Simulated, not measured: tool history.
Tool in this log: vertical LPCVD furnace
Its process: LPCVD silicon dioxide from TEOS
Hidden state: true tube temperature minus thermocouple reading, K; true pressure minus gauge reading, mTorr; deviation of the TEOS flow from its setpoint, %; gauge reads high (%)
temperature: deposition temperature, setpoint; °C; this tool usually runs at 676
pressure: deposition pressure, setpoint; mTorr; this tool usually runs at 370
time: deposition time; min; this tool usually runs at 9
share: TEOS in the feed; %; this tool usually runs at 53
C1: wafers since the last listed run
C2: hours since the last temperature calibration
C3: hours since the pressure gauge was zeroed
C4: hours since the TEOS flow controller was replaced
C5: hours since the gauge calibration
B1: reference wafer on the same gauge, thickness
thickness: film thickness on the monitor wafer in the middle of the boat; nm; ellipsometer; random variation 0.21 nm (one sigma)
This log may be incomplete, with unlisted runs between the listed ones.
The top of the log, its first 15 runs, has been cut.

{"run": 16, "hour": 678.7, "temperature": 671, "pressure": 370, "time": 6, "share": 47, "C1": 600, "C2": 417.5, "C3": 643.2, "C4": 742.8, "C5": 840.4, "B1": 35.79, "thickness": 20.96}
{"run": 17, "hour": 705.5, "temperature": 665, "pressure": 430, "time": 9, "share": 53, "C1": 274, "C2": 444.3, "C3": 670, "C4": 769.6, "C5": 867.2, "B1": 35.8, "thickness": 31.09}
{"run": 18, "hour": 760.3, "temperature": 676, "pressure": 370, "time": 9, "share": 53, "C1": 560, "C2": 499.1, "C3": 724.8, "C4": 824.4, "C5": 922, "B1": 35.79, "thickness": 37.82}
{"run": 19, "hour": 816.1, "temperature": 669, "pressure": 445, "time": 11.5, "share": 46, "C1": 570, "C2": 554.9, "C3": 780.6, "C4": 880.2, "C5": 977.8, "B1": 35.78, "thickness": 41.86}
{"run": 20, "hour": 977.6, "temperature": 667, "pressure": 410, "time": 6.5, "share": 53, "C1": 1651, "C2": 716.4, "C3": 942.1, "C4": 1041.7, "C5": 1139.3, "B1": 35.75, "thickness": 23.31}
{"run": 21, "hour": 1047.6, "temperature": 676, "pressure": 370, "time": 9, "share": 53, "C1": 715, "C2": 786.4, "C3": 1012.1, "C4": 1111.7, "C5": 1209.3, "B1": 35.8, "thickness": 38.01}
{"run": 22, "hour": 1080.1, "temperature": 676, "pressure": 370, "time": 6.5, "share": 62, "C1": 332, "C2": 818.9, "C3": 1044.6, "C4": 1144.2, "C5": 1241.8, "B1": 35.78, "thickness": 29.84}
{"run": 23, "hour": 1110.6, "temperature": 672, "pressure": 290, "time": 10, "share": 47, "C1": 311, "C2": 849.4, "C3": 1075.1, "C4": 1174.7, "C5": 1272.3, "B1": 35.83, "thickness": 31.96}
{"run": 24, "hour": 1159.9, "temperature": 676, "pressure": 370, "time": 9, "share": 53, "C1": 504, "C2": 898.7, "C3": 1124.4, "C4": 1224, "C5": 1321.6, "B1": 35.81, "thickness": 38.3}
{"run": 25, "hour": 1187.6, "temperature": 670, "pressure": 460, "time": 8, "share": 53, "C1": 283, "C2": 926.4, "C3": 1152.1, "C4": 1251.7, "C5": 1349.3, "B1": 35.74, "thickness": 33.3}
{"run": 26, "hour": 1222.7, "temperature": 676, "pressure": 370, "time": 9, "share": 50, "C1": 358, "C2": 961.5, "C3": 1187.2, "C4": 1286.8, "C5": 1384.4, "B1": 35.86, "thickness": 37.15}
{"run": 27, "hour": 1289.3, "temperature": 681, "pressure": 370, "time": 6, "share": 53, "C1": 680, "C2": 1028.1, "C3": 1253.8, "C4": 1353.4, "C5": 1451, "B1": 35.81, "thickness": 28.78}
{"run": 28, "hour": 1319.5, "temperature": 676, "pressure": 370, "time": 9, "share": 59, "C1": 308, "C2": 1058.3, "C3": 1284, "C4": 1383.6, "C5": 1481.2, "B1": 35.78, "thickness": 40.51}
{"run": 29, "hour": 1343.9, "temperature": 676, "pressure": 295, "time": 9, "share": 49, "C1": 249, "C2": 1082.7, "C3": 1308.4, "C4": 1408, "C5": 1505.6, "B1": 35.75, "thickness": 33.21}
{"hour": 1355.3, "done": "gauge calibrated"}
{"run": 30, "hour": 1371.5, "temperature": 676, "pressure": 370, "time": 9, "share": 53, "C1": 282, "C2": 1110.3, "C3": 1336, "C4": 1435.6, "C5": 16.2, "B1": 35.75, "thickness": 38.46}

Alternative continuations, all from the tool just after run 30; predict every row:
{"run": "A", "hour": 1375.6, "temperature": 676, "pressure": 335, "time": 9, "share": 53, "C1": 41, "C2": 1114.4, "C3": 1340.1, "C4": 1439.7, "C5": 20.3, "B1": "?", "thickness": "?"}
{"run": "B", "hour": 1375.6, "temperature": 680, "pressure": 370, "time": 7, "share": 46, "C1": 41, "C2": 1114.4, "C3": 1340.1, "C4": 1439.7, "C5": 20.3, "B1": "?", "thickness": "?"}
{"run": "C", "hour": 1375.6, "temperature": 684, "pressure": 310, "time": 7.5, "share": 59, "C1": 41, "C2": 1114.4, "C3": 1340.1, "C4": 1439.7, "C5": 20.3, "B1": "?", "thickness": "?"}
{"run": "D", "hour": 1375.6, "temperature": 668, "pressure": 370, "time": 7.5, "share": 62, "C1": 41, "C2": 1114.4, "C3": 1340.1, "C4": 1439.7, "C5": 20.3, "B1": "?", "thickness": "?"}
{"run": "E", "hour": 1375.6, "temperature": 670, "pressure": 370, "time": 6, "share": 45, "C1": 41, "C2": 1114.4, "C3": 1340.1, "C4": 1439.7, "C5": 20.3, "B1": "?", "thickness": "?"}

run=A B1=35.8 thickness=37.02
run=B B1=35.8 thickness=31.06
run=C B1=35.8 thickness=37.99
run=D B1=35.8 thickness=28.81
run=E B1=35.8 thickness=20.63
Stripped of hidden state, with their random variation kept, the same runs would have yielded:
run=A thickness=35.43
run=B thickness=29.74
run=C thickness=36.38
run=D thickness=27.55
run=E thickness=19.73
